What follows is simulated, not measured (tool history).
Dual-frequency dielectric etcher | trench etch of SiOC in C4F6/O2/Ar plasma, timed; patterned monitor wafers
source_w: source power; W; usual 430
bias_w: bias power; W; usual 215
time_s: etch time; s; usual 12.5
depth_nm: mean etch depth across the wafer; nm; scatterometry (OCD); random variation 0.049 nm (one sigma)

run,hour,source_w,bias_w,time_s,wafers since the last listed run,hours since the last wet clean,hours since the last source power generator calibration,hours since the last bias power generator calibration,hours since the last upper electrode change,hours since the gauge calibration,"read-back reference wafer on the same gauge, depth_nm",depth_nm
1,0.0,430,215,12.5,0,281.1,3926.6,2526.1,1862.1,794.4,30.90,29.91
2,64.4,430,215,12.5,1219,345.5,3991.0,2590.5,1926.5,858.8,30.90,29.85
# hour 111.3: wet clean of the chamber
3,114.1,430,215,12.5,486,2.8,4040.7,2640.2,1976.2,908.5,30.90,30.12
4,184.9,430,215,12.5,1340,73.6,4111.5,2711.0,2047.0,979.3,30.90,29.98
5,229.5,430,215,12.5,844,118.2,4156.1,2755.6,2091.6,1023.9,30.90,30.05
6,298.1,430,215,12.5,1299,186.8,4224.7,2824.2,2160.2,1092.5,30.90,30.03
7,361.2,430,215,12.5,1195,249.9,4287.8,2887.3,2223.3,1155.6,30.90,29.98
8,404.6,430,215,12.5,821,293.3,4331.2,2930.7,2266.7,1199.0,30.89,29.86
9,462.9,500,215,12.5,1104,351.6,4389.5,2989.0,2325.0,1257.3,30.90,32.22
10,508.8,500,215,12.5,869,397.5,4435.4,3034.9,2370.9,1303.2,30.90,32.20
# hour 560.4: wet clean of the chamber
11,560.9,500,215,12.5,532,0.5,4487.5,3087.0,2423.0,1355.3,30.90,32.50
12,602.4,430,215,12.5,785,42.0,4529.0,3128.5,2464.5,1396.8,30.91,30.02
# hour 613.2: gauge calibrated
13,651.2,430,215,12.5,924,90.8,4577.8,3177.3,2513.3,38.0,30.91,30.03
14,720.3,430,215,12.5,1308,159.9,4646.9,3246.4,2582.4,107.1,30.90,29.94
# hour 775.0: upper electrode replaced
15,775.5,430,201,10.5,590,215.1,4702.1,3301.6,0.5,162.3,30.90,24.65
16,795.0,510,215,10.0,369,234.6,4721.6,3321.1,20.0,181.8,30.89,26.01
# hour 829.1: source power generator calibrated
17,981.5,370,253,16.0,3456,421.1,152.4,3507.6,206.5,368.3,30.90,36.17
# hour 1059.6: wet clean of the chamber
18,1060.1,430,215,12.5,1034,0.5,231.0,3586.2,285.1,446.9,30.90,29.79
19,1097.4,530,251,15.0,706,37.8,268.3,3623.5,322.4,484.2,30.90,41.55
# hour 1101.4: bias power generator calibrated
20,1164.1,480,168,9.5,1187,104.5,335.0,62.7,389.1,550.9,30.90,22.25
21,1201.0,430,215,12.5,698,141.4,371.9,99.6,426.0,587.8,30.90,29.59
22,1269.0,430,215,12.5,1287,209.4,439.9,167.6,494.0,655.8,30.89,29.51
23,1322.8,400,260,15.0,1018,263.2,493.7,221.4,547.8,709.6,30.91,36.13
24,1365.6,430,193,12.5,810,306.0,536.5,264.2,590.6,752.4,30.90,28.58
25,1418.6,430,215,14.5,1003,359.0,589.5,317.2,643.6,805.4,30.90,34.18
# hour 1490.1: wet clean of the chamber
26,1490.6,520,246,16.0,909,0.5,661.5,389.2,715.6,877.4,30.90,43.77
27,1587.3,340,215,12.5,1831,97.2,758.2,485.9,812.3,974.1,30.91,26.23
28,1631.3,510,181,16.0,833,141.2,802.2,529.9,856.3,1018.1,30.90,39.58

Forecast each of these 5 alternatives for the next run:
A,1631.7,430,215,12.5,7,141.6,802.6,530.3,856.7,1018.5,?,?
B,1631.7,360,264,14.5,7,141.6,802.6,530.3,856.7,1018.5,?,?
C,1631.7,430,266,9.0,7,141.6,802.6,530.3,856.7,1018.5,?,?
D,1631.7,430,215,16.5,7,141.6,802.6,530.3,856.7,1018.5,?,?
E,1631.7,540,215,12.5,7,141.6,802.6,530.3,856.7,1018.5,?,?

run,"read-back reference wafer on the same gauge, depth_nm",depth_nm
A,30.90,29.70
B,30.90,33.38
C,30.90,22.80
D,30.90,39.20
E,30.90,33.28
Without the tool's hidden state the same runs would have given:
run,depth_nm
A,29.66
B,33.33
C,22.77
D,39.15
E,33.24

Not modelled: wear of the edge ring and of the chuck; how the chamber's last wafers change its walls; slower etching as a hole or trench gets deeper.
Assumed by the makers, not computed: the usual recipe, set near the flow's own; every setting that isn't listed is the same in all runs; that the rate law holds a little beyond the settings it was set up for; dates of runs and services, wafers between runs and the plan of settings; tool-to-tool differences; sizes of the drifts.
